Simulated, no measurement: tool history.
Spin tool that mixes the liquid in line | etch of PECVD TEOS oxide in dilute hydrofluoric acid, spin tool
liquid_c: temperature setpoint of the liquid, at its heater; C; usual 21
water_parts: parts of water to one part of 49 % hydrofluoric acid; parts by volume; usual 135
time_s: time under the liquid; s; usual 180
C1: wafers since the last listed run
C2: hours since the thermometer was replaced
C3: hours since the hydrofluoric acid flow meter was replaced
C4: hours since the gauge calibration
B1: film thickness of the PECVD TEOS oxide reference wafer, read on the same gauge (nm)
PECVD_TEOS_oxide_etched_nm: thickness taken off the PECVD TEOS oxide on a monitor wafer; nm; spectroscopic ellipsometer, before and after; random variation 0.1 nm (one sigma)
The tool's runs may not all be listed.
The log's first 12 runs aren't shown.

Run 13, hour 161.5: usual settings; C1 69; C2 2172; C3 2598.1; C4 331.6; B1 70.03. Result: PECVD_TEOS_oxide_etched_nm 17.84 nm.
Run 14, hour 171.1: usual settings; C1 92; C2 2181.6; C3 2607.7; C4 341.2; B1 70. Result: PECVD_TEOS_oxide_etched_nm 17.79 nm.
Run 15, hour 179.4: usual settings; C1 80; C2 2189.9; C3 2616; C4 349.5; B1 70.03. Result: PECVD_TEOS_oxide_etched_nm 17.9 nm.
At hour 180.6: thermometer replaced.
Run 16, hour 190.1: usual settings; C1 93; C2 9.5; C3 2626.7; C4 360.2; B1 70.03. Result: PECVD_TEOS_oxide_etched_nm 17.77 nm.
Run 17, hour 201.4: usual settings but liquid_c 25.5 C, water_parts 200 parts by volume; C1 109; C2 20.8; C3 2638; C4 371.5; B1 70.01. Result: PECVD_TEOS_oxide_etched_nm 13.04 nm.
Run 18, hour 218.3: usual settings but liquid_c 23 C, water_parts 155 parts by volume; C1 163; C2 37.7; C3 2654.9; C4 388.4; B1 70.02. Result: PECVD_TEOS_oxide_etched_nm 16.35 nm.
Run 19, hour 231.3: usual settings; C1 125; C2 50.7; C3 2667.9; C4 401.4; B1 69.99. Result: PECVD_TEOS_oxide_etched_nm 17.68 nm.
Run 20, hour 237.9: usual settings; C1 63; C2 57.3; C3 2674.5; C4 408; B1 69.99. Result: PECVD_TEOS_oxide_etched_nm 17.87 nm.
Run 21, hour 246.5: usual settings but liquid_c 17.5 C, water_parts 90 parts by volume, time_s 80 s; C1 83; C2 65.9; C3 2683.1; C4 416.6; B1 69.98. Result: PECVD_TEOS_oxide_etched_nm 10.83 nm.
Run 22, hour 258.6: usual settings but liquid_c 25.5 C, water_parts 180 parts by volume, time_s 280 s; C1 116; C2 78; C3 2695.2; C4 428.7; B1 70. Result: PECVD_TEOS_oxide_etched_nm 23.17 nm.
At hour 259.7: gauge calibrated.
Run 23, hour 274: usual settings but liquid_c 23.5 C, time_s 280 s; C1 148; C2 93.4; C3 2710.6; C4 14.3; B1 69.98. Result: PECVD_TEOS_oxide_etched_nm 30.48 nm.
At hour 275: hydrofluoric acid flow meter replaced.
Run 24, hour 281.3: usual settings but liquid_c 23 C, water_parts 155 parts by volume; C1 60; C2 100.7; C3 6.3; C4 21.6; B1 69.95. Result: PECVD_TEOS_oxide_etched_nm 19.13 nm.
Run 25, hour 291.5: usual settings but time_s 240 s; C1 98; C2 110.9; C3 16.5; C4 31.8; B1 69.96. Result: PECVD_TEOS_oxide_etched_nm 27.76 nm.
Run 26, hour 302.5: usual settings but liquid_c 23 C, time_s 95 s; C1 106; C2 121.9; C3 27.5; C4 42.8; B1 70. Result: PECVD_TEOS_oxide_etched_nm 11.75 nm.
Run 27, hour 317.2: usual settings but liquid_c 19.5 C, time_s 140 s; C1 142; C2 136.6; C3 42.2; C4 57.5; B1 70.03. Result: PECVD_TEOS_oxide_etched_nm 15.06 nm.
Run 28, hour 323.3: usual settings but liquid_c 26 C, water_parts 155 parts by volume, time_s 250 s; C1 58; C2 142.7; C3 48.3; C4 63.6; B1 70.01. Result: PECVD_TEOS_oxide_etched_nm 29.65 nm.
Run 29, hour 338.7: usual settings; C1 148; C2 158.1; C3 63.7; C4 79; B1 69.98. Result: PECVD_TEOS_oxide_etched_nm 20.69 nm.
Run 30, hour 356: usual settings; C1 167; C2 175.4; C3 81; C4 96.3; B1 69.99. Result: PECVD_TEOS_oxide_etched_nm 20.74 nm.
Run 31, hour 372.8: usual settings; C1 162; C2 192.2; C3 97.8; C4 113.1; B1 70. Result: PECVD_TEOS_oxide_etched_nm 20.9 nm.
Run 32, hour 385.5: usual settings but liquid_c 23 C, water_parts 65 parts by volume, time_s 90 s; C1 122; C2 204.9; C3 110.5; C4 125.8; B1 70.02. Result: PECVD_TEOS_oxide_etched_nm 25.2 nm.

Forecast each of these 5 alternatives for the next run:
Run A, hour 386: usual settings; C1 4; C2 205.4; C3 111; C4 126.3; B1 ?. Result: PECVD_TEOS_oxide_etched_nm ?.
Run B, hour 386: usual settings but liquid_c 25.5 C, water_parts 105 parts by volume; C1 4; C2 205.4; C3 111; C4 126.3; B1 ?. Result: PECVD_TEOS_oxide_etched_nm ?.
Run C, hour 386: usual settings but liquid_c 17 C; C1 4; C2 205.4; C3 111; C4 126.3; B1 ?. Result: PECVD_TEOS_oxide_etched_nm ?.
Run D, hour 386: usual settings but liquid_c 24.5 C, water_parts 180 parts by volume, time_s 260 s; C1 4; C2 205.4; C3 111; C4 126.3; B1 ?. Result: PECVD_TEOS_oxide_etched_nm ?.
Run E, hour 386: usual settings but water_parts 70 parts by volume, time_s 260 s; C1 4; C2 205.4; C3 111; C4 126.3; B1 ?. Result: PECVD_TEOS_oxide_etched_nm ?.

run     B1  PECVD_TEOS_oxide_etched_nm
  A  70.02                       20.73
  B  70.02                       32.97
  C  70.02                       17.64
  D  70.02                       24.41
  E  70.02                       62.35
Without the tool's hidden state the same runs would have given:
run  PECVD_TEOS_oxide_etched_nm
  A                       21.65
  B                       34.41
  C                       18.41
  D                       25.54
  E                       64.95

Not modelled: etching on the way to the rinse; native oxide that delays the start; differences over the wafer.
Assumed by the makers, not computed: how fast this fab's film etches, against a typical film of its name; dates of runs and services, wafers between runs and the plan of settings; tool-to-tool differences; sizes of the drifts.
